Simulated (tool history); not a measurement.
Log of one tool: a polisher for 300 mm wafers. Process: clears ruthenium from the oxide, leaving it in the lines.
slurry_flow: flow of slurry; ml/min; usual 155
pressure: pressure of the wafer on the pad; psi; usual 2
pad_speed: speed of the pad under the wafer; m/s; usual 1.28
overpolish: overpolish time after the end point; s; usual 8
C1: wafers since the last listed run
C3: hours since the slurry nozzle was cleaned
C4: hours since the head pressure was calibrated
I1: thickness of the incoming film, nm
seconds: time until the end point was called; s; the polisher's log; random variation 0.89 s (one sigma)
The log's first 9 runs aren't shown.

{"run": 10, "hour": 251.0, "slurry_flow": 155, "pressure": 2, "pad_speed": 1.28, "overpolish": 8, "C1": 50, "wafers polished on this pad": 53, "C3": 224.7, "C4": 767.9, "I1": 114.7, "seconds": 96.6}
{"run": 11, "hour": 265.7, "slurry_flow": 155, "pressure": 2, "pad_speed": 1.28, "overpolish": 8, "C1": 77, "wafers polished on this pad": 130, "C3": 239.4, "C4": 782.6, "I1": 116, "seconds": 98.9}
{"run": 12, "hour": 293.9, "slurry_flow": 155, "pressure": 2, "pad_speed": 1.28, "overpolish": 8, "C1": 148, "wafers polished on this pad": 279, "C3": 267.6, "C4": 810.8, "I1": 114.8, "seconds": 99.8}
{"run": 13, "hour": 326.1, "slurry_flow": 155, "pressure": 2, "pad_speed": 1.28, "overpolish": 8, "C1": 169, "wafers polished on this pad": 448, "C3": 299.8, "C4": 843, "I1": 114.8, "seconds": 101.6}
{"run": 14, "hour": 350.5, "slurry_flow": 155, "pressure": 2, "pad_speed": 1.28, "overpolish": 8, "C1": 128, "wafers polished on this pad": 576, "C3": 324.2, "C4": 867.4, "I1": 113.5, "seconds": 102.6}
{"hour": 392.7, "done": "head pressure recalibrated"}
{"hour": 447.5, "done": "worn pad replaced by a new one"}
{"run": 15, "hour": 450.9, "slurry_flow": 155, "pressure": 2, "pad_speed": 1.28, "overpolish": 8, "C1": 496, "wafers polished on this pad": 17, "C3": 424.6, "C4": 58.2, "I1": 116.5, "seconds": 92.8}
{"run": 16, "hour": 479.4, "slurry_flow": 170, "pressure": 2, "pad_speed": 1.28, "overpolish": 7, "C1": 149, "wafers polished on this pad": 167, "C3": 453.1, "C4": 86.7, "I1": 113.7, "seconds": 92.1}
{"run": 17, "hour": 496.8, "slurry_flow": 155, "pressure": 2, "pad_speed": 1.28, "overpolish": 8, "C1": 91, "wafers polished on this pad": 259, "C3": 470.5, "C4": 104.1, "I1": 115.3, "seconds": 94.1}
{"hour": 507.6, "done": "slurry nozzle cleaned"}
{"run": 18, "hour": 525.5, "slurry_flow": 155, "pressure": 2, "pad_speed": 1.28, "overpolish": 3, "C1": 145, "wafers polished on this pad": 404, "C3": 17.9, "C4": 132.8, "I1": 114.9, "seconds": 95.6}
{"run": 19, "hour": 543.3, "slurry_flow": 155, "pressure": 2.5, "pad_speed": 1.28, "overpolish": 8, "C1": 93, "wafers polished on this pad": 498, "C3": 35.7, "C4": 150.6, "I1": 112.4, "seconds": 80.6}
{"run": 20, "hour": 574.0, "slurry_flow": 155, "pressure": 2.6, "pad_speed": 1.28, "overpolish": 8, "C1": 161, "wafers polished on this pad": 659, "C3": 66.4, "C4": 181.3, "I1": 115.7, "seconds": 80.9}
{"run": 21, "hour": 599.7, "slurry_flow": 155, "pressure": 2, "pad_speed": 1.14, "overpolish": 4, "C1": 135, "wafers polished on this pad": 794, "C3": 92.1, "C4": 207, "I1": 114.7, "seconds": 112.5}
{"run": 22, "hour": 634.4, "slurry_flow": 155, "pressure": 2, "pad_speed": 0.9, "overpolish": 5, "C1": 182, "wafers polished on this pad": 977, "C3": 126.8, "C4": 241.7, "I1": 115.7, "seconds": 149.6}
{"hour": 665.1, "done": "worn pad replaced by a new one"}
{"run": 23, "hour": 665.6, "slurry_flow": 155, "pressure": 2, "pad_speed": 1.28, "overpolish": 8, "C1": 142, "wafers polished on this pad": 2, "C3": 158, "C4": 272.9, "I1": 115.7, "seconds": 92.9}
{"run": 24, "hour": 680.0, "slurry_flow": 185, "pressure": 1.5, "pad_speed": 1, "overpolish": 6, "C1": 75, "wafers polished on this pad": 78, "C3": 172.4, "C4": 287.3, "I1": 115, "seconds": 143.1}
{"run": 25, "hour": 712.4, "slurry_flow": 155, "pressure": 2, "pad_speed": 1.28, "overpolish": 8, "C1": 170, "wafers polished on this pad": 248, "C3": 204.8, "C4": 319.7, "I1": 116, "seconds": 98.2}
{"run": 26, "hour": 740.5, "slurry_flow": 120, "pressure": 2, "pad_speed": 1.28, "overpolish": 8, "C1": 147, "wafers polished on this pad": 396, "C3": 232.9, "C4": 347.8, "I1": 115.1, "seconds": 104.4}
{"run": 27, "hour": 759.7, "slurry_flow": 155, "pressure": 2, "pad_speed": 1.28, "overpolish": 8, "C1": 100, "wafers polished on this pad": 497, "C3": 252.1, "C4": 367, "I1": 116, "seconds": 100.1}
{"run": 28, "hour": 782.9, "slurry_flow": 155, "pressure": 2, "pad_speed": 1.28, "overpolish": 8, "C1": 121, "wafers polished on this pad": 619, "C3": 275.3, "C4": 390.2, "I1": 113.2, "seconds": 101}
{"run": 29, "hour": 808.8, "slurry_flow": 155, "pressure": 1.7, "pad_speed": 1.04, "overpolish": 8, "C1": 136, "wafers polished on this pad": 755, "C3": 301.2, "C4": 416.1, "I1": 116.1, "seconds": 146.3}
{"hour": 904.2, "done": "worn pad replaced by a new one"}
{"run": 30, "hour": 916.1, "slurry_flow": 175, "pressure": 1.4, "pad_speed": 0.94, "overpolish": 12, "C1": 543, "wafers polished on this pad": 62, "C3": 408.5, "C4": 523.4, "I1": 115.7, "seconds": 167.6}
{"run": 31, "hour": 992.0, "slurry_flow": 155, "pressure": 2, "pad_speed": 1.28, "overpolish": 8, "C1": 399, "wafers polished on this pad": 461, "C3": 484.4, "C4": 599.3, "I1": 117.1, "seconds": 105}
{"run": 32, "hour": 1023.3, "slurry_flow": 155, "pressure": 2, "pad_speed": 1.28, "overpolish": 13, "C1": 164, "wafers polished on this pad": 625, "C3": 515.7, "C4": 630.6, "I1": 113.7, "seconds": 102.7}
{"run": 33, "hour": 1041.5, "slurry_flow": 185, "pressure": 2, "pad_speed": 0.9, "overpolish": 8, "C1": 95, "wafers polished on this pad": 721, "C3": 533.9, "C4": 648.8, "I1": 116.7, "seconds": 145.8}
{"run": 34, "hour": 1068.1, "slurry_flow": 140, "pressure": 1.8, "pad_speed": 1.52, "overpolish": 8, "C1": 139, "wafers polished on this pad": 861, "C3": 560.5, "C4": 675.4, "I1": 114.7, "seconds": 98.4}

3 ways to go on from here, each from the tool as it stands after run 34. What would each give?
{"run": "A", "hour": 1068.6, "slurry_flow": 155, "pressure": 2, "pad_speed": 1.28, "overpolish": 8, "C1": 2, "wafers polished on this pad": 864, "C3": 561, "C4": 675.9, "I1": 113.7, "seconds": "?"}
{"run": "B", "hour": 1068.6, "slurry_flow": 200, "pressure": 2, "pad_speed": 1.28, "overpolish": 3, "C1": 2, "wafers polished on this pad": 864, "C3": 561, "C4": 675.9, "I1": 113.7, "seconds": "?"}
{"run": "C", "hour": 1068.6, "slurry_flow": 170, "pressure": 2.2, "pad_speed": 1.28, "overpolish": 10, "C1": 2, "wafers polished on this pad": 864, "C3": 561, "C4": 675.9, "I1": 113.7, "seconds": "?"}

run=A seconds=107.6
run=B seconds=103.5
run=C seconds=98.6
Without the tool's hidden state the same runs would have given:
run=A seconds=88.8
run=B seconds=85.3
run=C seconds=81.3
